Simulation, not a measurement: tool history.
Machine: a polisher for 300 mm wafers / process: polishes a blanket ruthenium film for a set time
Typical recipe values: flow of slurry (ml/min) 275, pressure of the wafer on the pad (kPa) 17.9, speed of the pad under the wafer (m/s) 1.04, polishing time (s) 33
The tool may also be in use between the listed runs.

run   hour  flow of slurry (ml/min)  pressure of the wafer on the pad (kPa)  speed of the pad under the wafer (m/s)  polishing time (s)  wafers since the last listed run  wafers polished on this pad  hours since the slurry nozzle was cleaned  hours since the head pressure was calibrated  incoming thickness of the incoming film, nm  film removed (angstrom)
  1      0                      275                                    15.9                                    0.82                  33                                 0                          796                                      416.9                                         941.9                                        628.1                      296
       6.9  -- worn pad replaced by a new one
  2   13.8                      275                                    15.9                                    0.82                  33                                75                           53                                      430.7                                         955.7                                        631.5                      303
  3     36                      275                                    15.9                                    0.82                  33                               172                          225                                      452.9                                         977.9                                        634.4                      306
  4   61.2                      275                                    15.9                                    1.04                  33                               195                          420                                      478.1                                        1003.1                                        631.5                      365
  5   85.8                      275                                    15.9                                    1.04                  33                               190                          611                                      502.7                                        1027.7                                        637.7                      360
  6  106.9                      275                                    15.9                                    1.04                  33                               163                          775                                      523.8                                        1048.8                                        625.2                      357
     126.4  -- worn pad replaced by a new one
  7  126.9                      275                                    17.9                                    1.04                  33                               124                            4                                      543.8                                        1068.8                                        621.4                      416
  8  137.1                      275                                    17.9                                    1.04                  33                                79                           83                                        554                                          1079                                        635.4                      404
  9  153.2                      275                                    17.9                                    1.04                  33                               124                          207                                      570.1                                        1095.1                                        638.5                      409
 10  165.6                      275                                    17.9                                    1.04                  33                                96                          304                                      582.5                                        1107.5                                        627.7                      410
 11    188                      275                                    14.5                                    1.04                  33                               173                          477                                      604.9                                        1129.9                                        618.5                      325
       233  -- worn pad replaced by a new one
     260.2  -- slurry nozzle cleaned
 12    262                      275                                    17.9                                    1.04                  23                               534                          217                                        1.8                                        1203.9                                        623.4                      316
 13  297.4                      275                                    21.4                                    0.84                  33                               274                          491                                       37.2                                        1239.3                                        628.8                      444
     318.9  -- head pressure recalibrated
 14  321.6                      275                                    17.9                                    1.36                  33                               172                          663                                       61.4                                           2.7                                          637                      543
     346.6  -- worn pad replaced by a new one
 15  357.4                      305                                    13.1                                    0.74                  36                               246                           84                                       97.2                                          38.5                                        631.9                      271
 16  375.5                      275                                    17.9                                    1.04                  33                               140                          224                                      115.3                                          56.6                                        622.7                      437
 17    408                      275                                    17.9                                    1.32                  33                               251                          476                                      147.8                                          89.1                                        619.8                      532
 18  439.1                      330                                    12.4                                     1.3                  25                               241                          717                                      178.9                                         120.2                                        626.1                      277
     455.3  -- worn pad replaced by a new one
 19  460.9                      275                                    15.9                                     1.4                  33                               137                           43                                      200.7                                           142                                        617.4                      493
 20  478.8                      275                                    17.9                                    1.04                  33                               138                          182                                      218.6                                         159.9                                        641.8                      430
 21  502.7                      210                                    21.4                                    1.04                  39                               185                          367                                      242.5                                         183.8                                          632                      571

Branching from run 21: 3 alternative next runs. What would each branch give?
  A  503.1                      275                                    17.9                                     0.7                  33                                 3                          370                                      242.9                                         184.2                                        629.5                        ?
  B  503.1                      220                                    13.8                                     1.2                  38                                 3                          370                                      242.9                                         184.2                                        629.5                        ?
  C  503.1                      275                                    17.9                                    0.92                  22                                 3                          370                                      242.9                                         184.2                                        629.5                        ?

run  film removed (angstrom)
  A                      310
  B                      407
  C                      256
Take away the tool's hidden state, keep each run's random variation, and the runs would have read:
run  film removed (angstrom)
  A                      329
  B                      436
  C                      271

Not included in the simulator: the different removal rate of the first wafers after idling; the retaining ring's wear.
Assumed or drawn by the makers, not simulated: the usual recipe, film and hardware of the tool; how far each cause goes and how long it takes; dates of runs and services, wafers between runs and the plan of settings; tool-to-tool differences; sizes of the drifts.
